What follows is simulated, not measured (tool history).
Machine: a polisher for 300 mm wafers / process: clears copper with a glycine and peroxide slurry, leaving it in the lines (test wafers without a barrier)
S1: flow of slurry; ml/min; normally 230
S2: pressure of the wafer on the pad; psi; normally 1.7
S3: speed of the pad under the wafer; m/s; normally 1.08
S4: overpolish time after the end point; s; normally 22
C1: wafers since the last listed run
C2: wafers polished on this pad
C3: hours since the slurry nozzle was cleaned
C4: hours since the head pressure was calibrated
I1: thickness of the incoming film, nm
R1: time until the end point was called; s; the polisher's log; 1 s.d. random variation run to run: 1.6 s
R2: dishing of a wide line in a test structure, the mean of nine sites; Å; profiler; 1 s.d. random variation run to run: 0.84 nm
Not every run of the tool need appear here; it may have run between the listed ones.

run    hour   S1   S2    S3  S4   C1    C2     C3      C4     I1     R1   R2
  1       0  230  1.7  1.08  22    0  1409  464.8  1285.3  406.1  105.3  594
  2    32.2  230  1.7  1.08  22  279  1688    497  1317.5  405.7  103.5  604
       39.2  -- worn pad replaced by a new one
         40  -- slurry nozzle cleaned
  3    74.3  230  1.7  1.08  22  323   297   34.3  1359.6  405.1   98.3  656
  4   115.2  230  1.7  1.08  22  354   652   75.2  1400.5  409.8  101.5  635
  5     171  230  1.7  1.08  22  483  1135    131  1456.3  402.8  100.1  629
  6   212.3  190  1.7  0.82  22  358  1494  172.3  1497.6  401.1  126.1  534
      222.3  -- worn pad replaced by a new one
  7   266.7  190  1.7  0.82  22  437   384  226.7    1552  405.4  122.5  544
  8   310.3  190  1.7  0.82  22  378   762  270.3  1595.6  399.6  121.5  535
      336.1  -- head pressure recalibrated
  9   359.1  185  1.7  1.08  22  405  1168  319.1      23  408.6  111.5  603
      425.3  -- worn pad replaced by a new one
 10   429.7  200  1.7  1.08  22  577    38  389.7    93.6  409.1  107.5  604
 11   474.3  230  1.7  1.08  22  386   425  434.3   138.2  403.4  102.2  599
 12   528.6  230  1.7  1.08  22  470   896  488.6   192.5  413.2  107.9  606
 13   579.3  185  1.7  1.08  22  439  1335  539.3   243.2  407.1  114.8  578
 14   619.9  230  1.9  1.08  30  352  1687  579.9   283.8  412.2   97.2  800
 15   647.2  275  1.4  1.08  22  236  1924  607.2   311.1  406.3  122.8  537
      653.3  -- worn pad replaced by a new one
 16   686.9  230  1.7  1.08  22  309   291  646.9   350.8  409.9  112.1  580
      709.8  -- slurry nozzle cleaned
 17   721.3  230  1.7  1.08  15  289   581   11.5   385.2  404.2   97.8  463
 18   790.9  280  1.9  1.08  22  603  1184   81.1   454.8  403.4   88.4  695
 19   820.2  230  1.7  1.42  22  254  1438  110.4   484.1  405.1   80.2  715
      882.2  -- worn pad replaced by a new one
 20   882.7  255  1.2  0.78  22  507     3  172.9   546.6  402.8  151.4  452
 21   913.9  160  1.4  1.08  18  270   274  204.1   577.8  398.4  121.7  437
 22     950  255  1.7  0.96  22  313   587  240.2   613.9  397.6  102.7  592
 23   988.6  230  1.7  1.08  22  334   922  278.8   652.5  404.9  101.5  628
 24  1053.2  230  1.7  1.08  22  560  1482  343.4   717.1  406.3  103.9  616

Branching from run 24: 5 alternative next runs. What would each branch give?
  A  1053.7  230  1.7  1.08  22   4  1486  343.9  717.6  402.8   ?   ?
  B  1053.7  230  1.2  1.24  22   4  1486  343.9  717.6  402.8   ?   ?
  C  1053.7  175  1.9  1.34  10   4  1486  343.9  717.6  402.8   ?   ?
  D  1053.7  290  2.1  0.76  26   4  1486  343.9  717.6  402.8   ?   ?
  E  1053.7  305  1.7  1.08  22   4  1486  343.9  717.6  402.8   ?   ?

run     R1   R2
  A  101.7  627
  B  118.2  548
  C   84.9  380
  D  106.4  704
  E   97.3  649
With the hidden condition removed and each run's random variation left untouched, the same runs would have given:
run    R1   R2
  A  96.3  653
  B   112  571
  C    79  404
  D   102  728
  E  93.4  669

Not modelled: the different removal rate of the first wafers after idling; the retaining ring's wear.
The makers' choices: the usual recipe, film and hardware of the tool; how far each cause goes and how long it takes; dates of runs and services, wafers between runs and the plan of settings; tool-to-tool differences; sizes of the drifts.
